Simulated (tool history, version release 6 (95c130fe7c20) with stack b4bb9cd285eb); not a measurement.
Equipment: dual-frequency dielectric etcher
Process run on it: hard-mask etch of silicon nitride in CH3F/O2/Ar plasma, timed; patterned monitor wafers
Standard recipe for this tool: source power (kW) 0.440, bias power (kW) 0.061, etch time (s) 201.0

run	hour	source power (kW)	bias power (kW)	etch time (s)	wafers since the last listed run	hours since the last wet clean	hours since the last source power generator calibration	hours since the last bias power generator calibration	hours since the last upper electrode change	hours since the gauge calibration	read-back reference wafer on the same gauge, depth_nm	mean etch depth across the wafer (nm)
1	0.0	0.440	0.061	201.0	0	142.0	2614.9	1804.1	1507.5	210.6	130.9	155.0
2	43.9	0.440	0.061	201.0	183	185.9	2658.8	1848.0	1551.4	254.5	130.9	154.8
3	102.7	0.440	0.061	201.0	246	244.7	2717.6	1906.8	1610.2	313.3	131.0	154.3
4	167.6	0.360	0.072	201.0	271	309.6	2782.5	1971.7	1675.1	378.2	130.9	152.1
5	221.0	0.360	0.072	201.0	223	363.0	2835.9	2025.1	1728.5	431.6	131.1	151.1
6	248.5	0.360	0.072	201.0	115	390.5	2863.4	2052.6	1756.0	459.1	131.0	151.7
7	306.2	0.440	0.061	201.0	241	448.2	2921.1	2110.3	1813.7	516.8	131.0	153.1
8	364.5	0.440	0.061	201.0	244	506.5	2979.4	2168.6	1872.0	575.1	131.0	153.1
# hour 413.0: wet clean of the chamber
9	427.2	0.440	0.061	201.0	162	14.2	3042.1	2231.3	1934.7	637.8	131.2	155.2
10	452.0	0.440	0.061	201.0	103	39.0	3066.9	2256.1	1959.5	662.6	130.9	155.7
11	507.7	0.440	0.061	201.0	233	94.7	3122.6	2311.8	2015.2	718.3	131.0	155.3
12	551.9	0.440	0.061	201.0	185	138.9	3166.8	2356.0	2059.4	762.5	131.0	154.9
# hour 573.2: gauge calibrated
# hour 742.2: source power generator calibrated
13	744.0	0.440	0.061	201.0	788	331.0	1.8	2548.1	2251.5	170.8	130.8	154.4
14	784.5	0.510	0.051	163.0	169	371.5	42.3	2588.6	2292.0	211.3	131.1	123.7

Run 15, settings as shown, results not yet in. Your forecast:
15	815.8	0.340	0.049	173.5	131	402.8	73.6	2619.9	2323.3	242.6	?	?

Run 15 gave read-back reference wafer on the same gauge, depth_nm 130.9, mean etch depth across the wafer (nm) 111.3.
With no hidden state in the tool, this same run would have given mean etch depth across the wafer (nm) 113.1.
